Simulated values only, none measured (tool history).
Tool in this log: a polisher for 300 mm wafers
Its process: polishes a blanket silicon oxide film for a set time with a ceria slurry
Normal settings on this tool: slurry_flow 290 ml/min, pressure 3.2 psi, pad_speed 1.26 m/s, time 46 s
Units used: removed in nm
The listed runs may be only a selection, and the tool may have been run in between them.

| run | day | slurry_flow | pressure | pad_speed | time | incoming thickness of the incoming film, nm | removed |
|---|---|---|---|---|---|---|---|
| 1 | 0.000 | 255 | 3.2 | 1.46 | 46 | 1266.8 | 301.6 |
| 2 | 0.954 | 255 | 3.2 | 1.46 | 46 | 1251.2 | 296.3 |
| 3 | 2.346 | 255 | 3.2 | 1.46 | 46 | 1265.1 | 294.8 |
|  | 3.821 | worn pad replaced by a new one |
| 4 | 3.842 | 290 | 3.7 | 1.26 | 46 | 1256.2 | 311.6 |
| 5 | 4.308 | 290 | 3.2 | 1.02 | 36 | 1284.7 | 171.3 |
| 6 | 5.721 | 290 | 3.2 | 1.02 | 36 | 1270.3 | 165.2 |
| 7 | 7.212 | 290 | 3.2 | 1.02 | 36 | 1257.4 | 167.4 |
| 8 | 8.462 | 325 | 3.2 | 1.26 | 46 | 1282.0 | 258.6 |
| 9 | 9.683 | 325 | 3.2 | 1.26 | 46 | 1272.0 | 252.5 |
|  | 10.292 | worn pad replaced by a new one |
| 10 | 10.521 | 325 | 3.2 | 1.26 | 46 | 1261.0 | 265.4 |
| 11 | 11.496 | 290 | 2.8 | 1.52 | 46 | 1295.6 | 278.0 |
| 12 | 12.350 | 290 | 2.8 | 1.52 | 46 | 1273.1 | 280.1 |
|  | 15.017 | head pressure recalibrated |
| 13 | 15.838 | 290 | 2.8 | 1.52 | 46 | 1286.3 | 270.3 |
| 14 | 16.379 | 290 | 3.2 | 1.26 | 33 | 1284.5 | 183.7 |
|  | 17.804 | worn pad replaced by a new one |
| 15 | 17.825 | 330 | 4.2 | 1.26 | 46 | 1295.1 | 354.8 |
| 16 | 18.925 | 240 | 3.2 | 0.98 | 57 | 1288.7 | 247.1 |
| 17 | 23.050 | 290 | 3.8 | 1.26 | 56 | 1275.0 | 370.1 |
| 18 | 24.000 | 260 | 3.2 | 1.56 | 59 | 1270.2 | 395.0 |
|  | 24.246 | worn pad replaced by a new one |
| 19 | 24.842 | 290 | 3.2 | 1.26 | 46 | 1285.1 | 258.2 |
|  | 26.446 | slurry nozzle cleaned |
| 20 | 27.742 | 290 | 3.2 | 0.96 | 46 | 1274.5 | 199.8 |
|  | 30.662 | worn pad replaced by a new one |
| 21 | 31.275 | 340 | 3.2 | 1.66 | 59 | 1262.6 | 462.7 |
| 22 | 32.621 | 290 | 2.3 | 0.88 | 32 | 1250.9 | 92.5 |
| 23 | 33.662 | 250 | 3.7 | 1.46 | 46 | 1272.1 | 347.6 |
| 24 | 34.792 | 290 | 3.2 | 1.26 | 46 | 1254.5 | 263.3 |
| 25 | 36.038 | 250 | 3.2 | 1.50 | 36 | 1265.5 | 233.8 |
| 26 | 36.667 | 255 | 3.8 | 1.52 | 60 | 1272.3 | 476.1 |

Below are 5 alternative next runs, each starting from the tool's condition after run 26. Predict each:
| A | 36.683 | 290 | 3.2 | 1.40 | 46 | 1262.4 | ? |
| B | 36.683 | 290 | 4.1 | 1.26 | 46 | 1262.4 | ? |
| C | 36.683 | 290 | 3.2 | 1.38 | 36 | 1262.4 | ? |
| D | 36.683 | 350 | 3.6 | 1.58 | 52 | 1262.4 | ? |
| E | 36.683 | 350 | 2.9 | 1.60 | 34 | 1262.4 | ? |

| run | removed |
|---|---|
| A | 291.6 |
| B | 336.2 |
| C | 224.9 |
| D | 424.4 |
| E | 226.4 |
What these runs would have given with no unlogged condition in the tool:
| run | removed |
|---|---|
| A | 311.2 |
| B | 358.9 |
| C | 240.1 |
| D | 451.8 |
| E | 241.0 |
